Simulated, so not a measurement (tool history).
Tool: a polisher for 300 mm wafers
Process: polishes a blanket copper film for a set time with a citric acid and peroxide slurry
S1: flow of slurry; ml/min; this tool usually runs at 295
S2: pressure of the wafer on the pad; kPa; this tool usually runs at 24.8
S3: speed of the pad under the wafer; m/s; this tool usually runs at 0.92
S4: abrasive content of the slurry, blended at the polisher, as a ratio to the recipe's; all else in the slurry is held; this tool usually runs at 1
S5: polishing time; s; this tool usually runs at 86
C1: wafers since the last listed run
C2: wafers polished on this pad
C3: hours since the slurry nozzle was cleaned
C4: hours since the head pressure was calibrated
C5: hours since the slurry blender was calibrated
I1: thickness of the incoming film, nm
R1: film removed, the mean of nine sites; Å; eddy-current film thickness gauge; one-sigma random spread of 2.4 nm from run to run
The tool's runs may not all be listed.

run,hour,S1,S2,S3,S4,S5,C1,C2,C3,C4,C5,I1,R1
1,0,270,24.8,0.92,1,86,0,563,327,662.9,55.6,1079.5,1780
2,32.5,295,24.8,0.92,1,86,214,778,359.5,695.4,88.1,1069.9,1798
3,84,295,24.8,0.92,1,86,340,1118,411,746.9,139.6,1056,1812
4,108.7,295,24.8,0.92,1,86,163,1281,435.7,771.6,164.3,1070.6,1857
5,137.7,295,24.8,0.92,1,86,191,1473,464.7,800.6,193.3,1075.6,1848
# hour 153.2: worn pad replaced by a new one
6,153.7,295,24.8,0.92,1,86,79,3,480.7,816.6,209.3,1072.7,1828
7,182.8,295,24.8,0.92,1,86,192,195,509.8,845.7,238.4,1069.1,1829
# hour 192: slurry blender recalibrated
8,259.4,295,24.8,0.92,1,86,493,688,586.4,922.3,67.4,1068.3,1805
9,273.7,295,24.8,0.92,1,86,94,783,600.7,936.6,81.7,1083.4,1764
10,293.7,295,21.4,0.92,1,86,132,915,620.7,956.6,101.7,1049.9,1638
11,325.9,295,24.8,0.92,1.3,86,212,1128,652.9,988.8,133.9,1074.8,1912
# hour 341.8: worn pad replaced by a new one
# hour 342.6: slurry nozzle cleaned
12,343.1,295,24.8,0.92,1.25,86,82,3,0.5,1006,151.1,1072.4,1754
13,375.3,295,17.2,0.92,1.15,86,212,216,32.7,1038.2,183.3,1060.7,1301
# hour 381.3: slurry blender recalibrated
14,398.8,265,24.8,0.92,1,86,142,358,56.2,1061.7,17.5,1076,1636
15,421.3,295,27.6,0.92,1,86,148,507,78.7,1084.2,40,1059.1,1834
16,443.8,295,15.9,0.72,1,86,148,655,101.2,1106.7,62.5,1069.1,929
17,470.1,295,24.8,0.66,0.9,86,173,829,127.5,1133,88.8,1071.5,1188
# hour 479.8: head pressure recalibrated
18,492.2,190,24.8,0.92,1,86,132,962,149.6,12.4,110.9,1092.1,1494
19,527.4,295,24.8,0.66,0.7,86,232,1195,184.8,47.6,146.1,1062.3,1131
# hour 541.5: worn pad replaced by a new one
20,559.9,295,24.8,0.92,1,86,188,121,217.3,80.1,178.6,1074.3,1694
21,586.3,295,24.8,0.92,1,86,174,296,243.7,106.5,205,1082.6,1633
# hour 592.4: slurry nozzle cleaned, repeated, since the last time left the tool worse
22,614.4,295,29,1.14,1,86,179,475,22,134.6,233.1,1068.1,2552
# hour 625.7: slurry blender recalibrated
23,646.3,295,22.8,1.2,1,110,197,672,53.9,166.5,20.6,1061.2,2918
24,677.3,295,24.8,0.92,0.85,86,204,877,84.9,197.5,51.6,1058.2,1777
25,700.8,295,22.8,1.2,1,86,155,1033,108.4,221,75.1,1048.1,2252
26,729.4,325,32.4,0.92,1,109,189,1222,137,249.6,103.7,1075.2,2946
# hour 736.6: worn pad replaced by a new one
27,742.2,240,24.8,0.92,1,106,58,37,149.8,262.4,116.5,1084.5,2249
28,773.2,265,18.6,1.02,1,86,204,241,180.8,293.4,147.5,1067.5,1586
29,800.1,295,24.8,0.74,1,86,177,419,207.7,320.3,174.4,1067.4,1498

Alternative continuations, all from the tool just after run 29; predict every row:
A,800.5,345,24.8,0.92,1,86,2,422,208.1,320.7,174.8,1070.8,?
B,800.5,395,28.3,0.64,0.8,86,2,422,208.1,320.7,174.8,1070.8,?
C,800.5,295,24.8,0.92,1,94,2,422,208.1,320.7,174.8,1070.8,?
D,800.5,295,24.8,0.74,1.2,86,2,422,208.1,320.7,174.8,1070.8,?
E,800.5,395,21.4,1.08,1,86,2,422,208.1,320.7,174.8,1070.8,?

run,R1
A,1868
B,1409
C,2011
D,1543
E,1967
Without the tool's unlogged condition, the same runs would have read:
run,R1
A,1875
B,1414
C,2020
D,1550
E,1973
